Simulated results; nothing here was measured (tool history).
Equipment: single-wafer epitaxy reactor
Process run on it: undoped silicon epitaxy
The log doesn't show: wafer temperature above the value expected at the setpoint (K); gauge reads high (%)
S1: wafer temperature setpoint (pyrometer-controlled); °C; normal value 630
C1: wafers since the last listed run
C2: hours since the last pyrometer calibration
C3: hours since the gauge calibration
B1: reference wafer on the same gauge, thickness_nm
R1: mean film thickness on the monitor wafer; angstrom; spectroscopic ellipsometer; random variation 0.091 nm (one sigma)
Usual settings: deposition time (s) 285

Run 1, hour 0: usual settings but S1 633 °C; C1 0; C2 514.6; C3 286; B1 32.714. Result: R1 324.75 angstrom.
Run 2, hour 101.9: usual settings but deposition time (s) 242; C1 755; C2 616.5; C3 387.9; B1 32.684. Result: R1 259.07 angstrom.
Run 3, hour 178.3: usual settings but S1 623 °C, deposition time (s) 267; C1 566; C2 692.9; C3 464.3; B1 32.699. Result: R1 246.99 angstrom.
Run 4, hour 247.6: usual settings but S1 623 °C, deposition time (s) 267; C1 513; C2 762.2; C3 533.6; B1 32.667. Result: R1 247.06 angstrom.
Run 5, hour 345.5: usual settings but S1 623 °C, deposition time (s) 267; C1 726; C2 860.1; C3 631.5; B1 32.683. Result: R1 248.14 angstrom.
Run 6, hour 433.5: usual settings but deposition time (s) 313; C1 652; C2 948.1; C3 719.5; B1 32.702. Result: R1 334.28 angstrom.
Run 7, hour 521.7: usual settings but S1 636 °C; C1 654; C2 1036.3; C3 807.7; B1 32.71. Result: R1 345.38 angstrom.
Run 8, hour 571.1: usual settings but S1 636 °C; C1 366; C2 1085.7; C3 857.1; B1 32.694. Result: R1 344.09 angstrom.
Run 9, hour 641.9: usual settings but S1 636 °C; C1 525; C2 1156.5; C3 927.9; B1 32.7. Result: R1 343.35 angstrom.
At hour 657.4: gauge calibrated.
Run 10, hour 720.1: usual settings; C1 579; C2 1234.7; C3 62.7; B1 32.709. Result: R1 304.46 angstrom.
Run 11, hour 780.1: usual settings; C1 444; C2 1294.7; C3 122.7; B1 32.713. Result: R1 305.12 angstrom.
Run 12, hour 868.4: usual settings but S1 618 °C, deposition time (s) 230; C1 654; C2 1383; C3 211; B1 32.692. Result: R1 192.24 angstrom.
Run 13, hour 914.7: usual settings; C1 343; C2 1429.3; C3 257.3; B1 32.71. Result: R1 304.17 angstrom.
At hour 982.6: pyrometer calibrated.
Run 14, hour 996.4: usual settings but S1 623 °C, deposition time (s) 240; C1 546; C2 13.8; C3 339; B1 32.669. Result: R1 222.37 angstrom.
Run 15, hour 1033.6: usual settings but S1 633 °C; C1 275; C2 51; C3 376.2; B1 32.708. Result: R1 322.87 angstrom.
Run 16, hour 1116: usual settings but S1 641 °C; C1 611; C2 133.4; C3 458.6; B1 32.706. Result: R1 378.79 angstrom.
Run 17, hour 1206.1: usual settings but S1 636 °C, deposition time (s) 245; C1 668; C2 223.5; C3 548.7; B1 32.697. Result: R1 294.53 angstrom.
Run 18, hour 1284.1: usual settings; C1 578; C2 301.5; C3 626.7; B1 32.739. Result: R1 304.54 angstrom.
Run 19, hour 1390.1: usual settings but S1 638 °C, deposition time (s) 304; C1 786; C2 407.5; C3 732.7; B1 32.641. Result: R1 379.67 angstrom.
Run 20, hour 1449.5: usual settings but deposition time (s) 331; C1 440; C2 466.9; C3 792.1; B1 32.685. Result: R1 354.17 angstrom.
Run 21, hour 1530.3: usual settings but S1 644 °C, deposition time (s) 340; C1 599; C2 547.7; C3 872.9; B1 32.684. Result: R1 478.5 angstrom.
Run 22, hour 1578.2: usual settings but S1 618 °C, deposition time (s) 300; C1 355; C2 595.6; C3 920.8; B1 32.703. Result: R1 250.76 angstrom.
At hour 1593.6: gauge calibrated.
Run 23, hour 1631.5: usual settings; C1 395; C2 648.9; C3 37.9; B1 32.688. Result: R1 304.45 angstrom.

Here are 5 independent what-if runs from the current tool condition. What would each one return?
Run A, hour 1632: usual settings; C1 3; C2 649.4; C3 38.4; B1 ?. Result: R1 ?.
Run B, hour 1632: usual settings but S1 619 °C, deposition time (s) 249; C1 3; C2 649.4; C3 38.4; B1 ?. Result: R1 ?.
Run C, hour 1632: usual settings but deposition time (s) 301; C1 3; C2 649.4; C3 38.4; B1 ?. Result: R1 ?.
Run D, hour 1632: usual settings but S1 635 °C, deposition time (s) 320; C1 3; C2 649.4; C3 38.4; B1 ?. Result: R1 ?.
Run E, hour 1632: usual settings but S1 616 °C, deposition time (s) 266; C1 3; C2 649.4; C3 38.4; B1 ?. Result: R1 ?.

run      B1      R1
  A  32.711  304.31
  B  32.711  212.79
  C  32.711   321.4
  D  32.711   377.5
  E  32.711  213.74
Without the tool's unlogged condition, the same runs would have read:
run      R1
  A  304.31
  B  212.79
  C   321.4
  D   377.5
  E  213.74

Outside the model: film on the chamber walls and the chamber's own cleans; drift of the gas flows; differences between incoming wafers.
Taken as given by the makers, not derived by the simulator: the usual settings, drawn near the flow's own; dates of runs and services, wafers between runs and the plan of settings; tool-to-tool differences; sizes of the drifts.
